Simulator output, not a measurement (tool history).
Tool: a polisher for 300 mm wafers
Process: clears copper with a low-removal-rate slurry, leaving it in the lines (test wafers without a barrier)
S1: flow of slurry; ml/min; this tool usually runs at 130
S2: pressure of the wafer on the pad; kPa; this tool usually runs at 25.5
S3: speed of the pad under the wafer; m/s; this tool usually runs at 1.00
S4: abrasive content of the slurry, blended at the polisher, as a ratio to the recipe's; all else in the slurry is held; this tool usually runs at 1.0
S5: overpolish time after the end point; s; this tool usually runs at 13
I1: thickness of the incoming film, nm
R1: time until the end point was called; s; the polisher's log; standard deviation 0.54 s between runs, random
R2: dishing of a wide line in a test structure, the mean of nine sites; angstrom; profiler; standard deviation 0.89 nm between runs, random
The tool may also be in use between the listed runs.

run 1 hour=0.0 | S1=130 S2=25.5 S3=1.00 S4=1.0 S5=13 | I1=332.1 | R1=68.2 R2=366
run 2 hour=7.9 | S1=130 S2=25.5 S3=1.00 S4=1.0 S5=13 | I1=330.9 | R1=67.3 R2=348
-- hour=15.8 worn pad replaced by a new one
run 3 hour=17.2 | S1=130 S2=25.5 S3=1.00 S4=1.0 S5=13 | I1=339.5 | R1=69.2 R2=364
run 4 hour=24.8 | S1=130 S2=25.5 S3=1.00 S4=1.0 S5=13 | I1=336.5 | R1=69.2 R2=361
run 5 hour=30.9 | S1=130 S2=25.5 S3=1.00 S4=1.0 S5=13 | I1=335.3 | R1=69.0 R2=369
run 6 hour=45.3 | S1=130 S2=25.5 S3=1.00 S4=1.0 S5=13 | I1=337.7 | R1=70.0 R2=357
run 7 hour=61.4 | S1=130 S2=25.5 S3=1.00 S4=1.0 S5=13 | I1=329.7 | R1=68.7 R2=364
run 8 hour=69.3 | S1=120 S2=25.5 S3=1.00 S4=0.8 S5=13 | I1=341.8 | R1=78.1 R2=338
run 9 hour=85.0 | S1=120 S2=25.5 S3=1.00 S4=0.8 S5=13 | I1=332.8 | R1=76.9 R2=326
run 10 hour=92.1 | S1=130 S2=25.5 S3=1.00 S4=1.0 S5=8 | I1=334.8 | R1=70.5 R2=234
-- hour=94.5 head pressure recalibrated
run 11 hour=99.2 | S1=130 S2=25.5 S3=1.00 S4=1.0 S5=8 | I1=330.6 | R1=70.1 R2=219
-- hour=110.5 worn pad replaced by a new one
run 12 hour=112.2 | S1=130 S2=25.5 S3=0.76 S4=1.1 S5=13 | I1=332.8 | R1=90.6 R2=289
-- hour=121.5 slurry blender recalibrated
run 13 hour=126.4 | S1=155 S2=29.6 S3=1.00 S4=1.2 S5=9 | I1=334.6 | R1=57.0 R2=304
run 14 hour=144.5 | S1=130 S2=25.5 S3=1.30 S4=1.0 S5=16 | I1=330.6 | R1=55.9 R2=516
-- hour=150.0 slurry nozzle cleaned
run 15 hour=152.6 | S1=130 S2=25.5 S3=1.00 S4=1.0 S5=13 | I1=333.5 | R1=66.6 R2=375
run 16 hour=163.3 | S1=115 S2=25.5 S3=1.00 S4=1.0 S5=13 | I1=334.9 | R1=68.8 R2=357
run 17 hour=170.4 | S1=165 S2=33.1 S3=1.00 S4=1.0 S5=13 | I1=327.8 | R1=50.1 R2=455
run 18 hour=187.7 | S1=130 S2=25.5 S3=1.00 S4=1.0 S5=13 | I1=335.6 | R1=67.7 R2=364
run 19 hour=197.7 | S1=130 S2=25.5 S3=1.00 S4=0.7 S5=13 | I1=329.0 | R1=72.5 R2=332
-- hour=208.5 worn pad replaced by a new one
run 20 hour=208.8 | S1=130 S2=19.3 S3=0.74 S4=1.0 S5=17 | I1=339.1 | R1=114.6 R2=306
run 21 hour=222.9 | S1=160 S2=25.5 S3=0.74 S4=1.0 S5=13 | I1=330.9 | R1=85.4 R2=289
run 22 hour=239.9 | S1=140 S2=25.5 S3=1.00 S4=1.0 S5=13 | I1=335.7 | R1=65.7 R2=361
run 23 hour=247.8 | S1=130 S2=30.3 S3=1.00 S4=1.0 S5=17 | I1=334.3 | R1=57.5 R2=506
run 24 hour=263.8 | S1=130 S2=25.5 S3=1.00 S4=1.0 S5=13 | I1=338.0 | R1=67.5 R2=373
run 25 hour=276.8 | S1=130 S2=25.5 S3=1.32 S4=1.0 S5=13 | I1=331.7 | R1=50.6 R2=453

Consider 4 possible next runs. They are alternatives, not a sequence: every one starts from the tool as it was left by run 25. What does each give?
run A hour=277.3 | S1=130 S2=25.5 S3=0.88 S4=1.0 S5=13 | I1=337.7 | R1=? R2=?
run B hour=277.3 | S1=130 S2=18.6 S3=1.00 S4=1.2 S5=13 | I1=337.7 | R1=? R2=?
run C hour=277.3 | S1=130 S2=25.5 S3=1.00 S4=0.8 S5=13 | I1=337.7 | R1=? R2=?
run D hour=277.3 | S1=100 S2=25.5 S3=1.20 S4=0.9 S5=13 | I1=337.7 | R1=? R2=?

run=A R1=77.3 R2=336
run=B R1=83.2 R2=313
run=C R1=72.7 R2=353
run=D R1=62.7 R2=399
With the hidden condition removed and each run's random variation left untouched, the same runs would have given:
run=A R1=76.4 R2=340
run=B R1=82.2 R2=316
run=C R1=71.9 R2=357
run=D R1=61.7 R2=404
